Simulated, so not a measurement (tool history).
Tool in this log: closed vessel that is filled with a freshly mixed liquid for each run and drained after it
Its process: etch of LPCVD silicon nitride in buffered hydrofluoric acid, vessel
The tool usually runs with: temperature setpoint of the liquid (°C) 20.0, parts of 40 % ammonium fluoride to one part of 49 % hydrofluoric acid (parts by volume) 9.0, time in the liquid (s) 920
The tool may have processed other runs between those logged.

run	hour	temperature setpoint of the liquid (°C)	parts of 40 % ammonium fluoride to one part of 49 % hydrofluoric acid (parts by volume)	time in the liquid (s)	wafers since the last listed run	hours since the thermometer was replaced	hours since the hydrofluoric acid flow meter was replaced	hours since the gauge calibration	read-back film thickness of the LPCVD silicon nitride reference wafer, read on the same gauge (nm)	thickness taken off the LPCVD silicon nitride on a monitor wafer (angstrom)
1	0.0	20.0	8.0	800	0	1836.6	340.4	197.4	70.00	118.3
2	148.0	20.0	8.0	800	8292	1984.6	488.4	345.4	69.95	122.0
# hour 200.5: hydrofluoric acid flow meter replaced
3	205.5	20.0	11.5	920	3165	2042.1	5.0	402.9	70.03	94.2
4	236.5	20.0	11.5	920	1736	2073.1	36.0	433.9	69.97	93.7
5	325.2	20.0	6.5	920	4969	2161.8	124.7	522.6	70.04	161.7
6	521.4	20.0	6.5	920	10992	2358.0	320.9	718.8	69.97	166.8
7	578.8	20.0	6.5	920	3215	2415.4	378.3	776.2	69.94	170.8
8	638.4	20.0	9.0	920	3339	2475.0	437.9	835.8	69.96	122.4
# hour 663.1: hydrofluoric acid flow meter replaced
9	668.2	20.0	9.0	920	1613	2504.8	5.1	865.6	70.03	114.6
10	705.2	20.0	9.0	920	2073	2541.8	42.1	902.6	69.99	116.0
11	736.8	20.0	9.0	920	1770	2573.4	73.7	934.2	70.01	114.6
12	803.6	20.0	9.0	490	3742	2640.2	140.5	1001.0	70.02	63.1
13	828.2	18.0	10.5	545	1378	2664.8	165.1	1025.6	70.00	56.1
14	899.5	20.0	9.0	920	3994	2736.1	236.4	1096.9	69.98	118.3
15	933.7	17.0	11.5	920	1916	2770.3	270.6	1131.1	70.00	82.1
# hour 975.2: thermometer replaced
16	976.5	20.0	9.0	920	2341	1.3	313.4	1173.9	69.99	122.4
17	1043.0	17.5	9.0	775	3725	67.8	379.9	1240.4	69.96	89.0
18	1071.5	20.0	9.0	660	1596	96.3	408.4	1268.9	70.03	87.6
# hour 1078.8: gauge calibrated
19	1106.5	23.5	7.5	1405	1960	131.3	443.4	27.7	70.03	271.3
20	1163.1	20.0	9.0	920	3171	187.9	500.0	84.3	70.00	123.1
# hour 1195.1: hydrofluoric acid flow meter replaced
21	1228.5	23.0	9.0	370	3608	253.3	33.4	149.7	69.98	54.4
22	1280.7	24.5	9.0	585	2924	305.5	85.6	201.9	70.03	94.2
23	1348.6	20.0	10.5	385	3804	373.4	153.5	269.8	70.03	44.0
24	1402.9	20.0	9.0	920	3042	427.7	207.8	324.1	70.02	119.3

Predict each of these 3 candidate next runs independently; none follows another, all start after run 24:
A	1403.8	17.0	9.0	920	50	428.6	208.7	325.0	?	?
B	1403.8	18.5	12.0	1095	50	428.6	208.7	325.0	?	?
C	1403.8	20.0	9.0	625	50	428.6	208.7	325.0	?	?

run	read-back film thickness of the LPCVD silicon nitride reference wafer, read on the same gauge (nm)	thickness taken off the LPCVD silicon nitride on a monitor wafer (angstrom)
A	69.95	100.6
B	69.95	101.7
C	69.95	81.0
The same runs, with their run-to-run variation unchanged, on a tool lacking any hidden condition would have given:
run	thickness taken off the LPCVD silicon nitride on a monitor wafer (angstrom)
A	96.8
B	98.2
C	77.9
